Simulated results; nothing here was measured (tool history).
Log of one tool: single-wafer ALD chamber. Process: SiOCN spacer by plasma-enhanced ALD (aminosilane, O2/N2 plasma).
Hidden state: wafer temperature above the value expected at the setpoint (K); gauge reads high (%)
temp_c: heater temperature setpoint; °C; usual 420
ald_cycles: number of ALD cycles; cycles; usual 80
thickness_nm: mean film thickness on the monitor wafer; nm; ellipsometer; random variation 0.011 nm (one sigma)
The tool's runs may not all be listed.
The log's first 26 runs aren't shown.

run   hour  temp_c  ald_cycles  wafers since the last listed run  hours since the last thermocouple change  hours since the gauge calibration  read-back reference wafer on the same gauge, thickness_nm  thickness_nm
 27  348.5     420          80                                38                                      60.9                              160.8                                                      4.542         4.225
 28  359.2     429          74                                46                                      71.6                              171.5                                                      4.544         3.823
 29  369.3     432          95                                43                                      81.7                              181.6                                                       4.54         4.864
 30  386.3     414          70                                73                                      98.7                              198.6                                                      4.542         3.756
 31  394.4     420          80                                34                                     106.8                              206.7                                                      4.542         4.232
 32  408.7     430          95                                61                                     121.1                                221                                                      4.538         4.883
 33  420.5     426          80                                50                                     132.9                              232.8                                                      4.539         4.181
 34  430.8     432          95                                44                                     143.2                              243.1                                                      4.539         4.835
 35  440.6     425          80                                42                                       153                              252.9                                                      4.539         4.166
 36  488.4     416          80                               206                                     200.8                              300.7                                                      4.532         4.264
 37  500.6     420          80                                52                                       213                              312.9                                                      4.532         4.225
 38  513.8     432          80                                56                                     226.2                              326.1                                                       4.53         4.085
 39  520.5     420          92                                28                                     232.9                              332.8                                                      4.528         4.861
 40  529.9     413          87                                40                                     242.3                              342.2                                                      4.528         4.677
 41  536.1     420          80                                26                                     248.5                              348.4                                                      4.526         4.221
 42    554     420          80                                77                                     266.4                              366.3                                                      4.523         4.227
 43  561.3     416          71                                31                                     273.7                              373.6                                                      4.523         3.786
 44  571.1     412          72                                42                                     283.5                              383.4                                                      4.524         3.874

Forecast each of these 4 alternatives for the next run:
  A  571.7     420          80                                 2                                     284.1                                384                                                          ?             ?
  B  571.7     411          80                                 2                                     284.1                                384                                                          ?             ?
  C  571.7     420          65                                 2                                     284.1                                384                                                          ?             ?
  D  571.7     411          88                                 2                                     284.1                                384                                                          ?             ?

run  read-back reference wafer on the same gauge, thickness_nm  thickness_nm
  A                                                      4.523         4.214
  B                                                      4.523          4.32
  C                                                      4.523         3.423
  D                                                      4.523         4.752
Without the tool's hidden state the same runs would have given:
run  thickness_nm
  A         4.239
  B         4.347
  C         3.444
  D         4.781

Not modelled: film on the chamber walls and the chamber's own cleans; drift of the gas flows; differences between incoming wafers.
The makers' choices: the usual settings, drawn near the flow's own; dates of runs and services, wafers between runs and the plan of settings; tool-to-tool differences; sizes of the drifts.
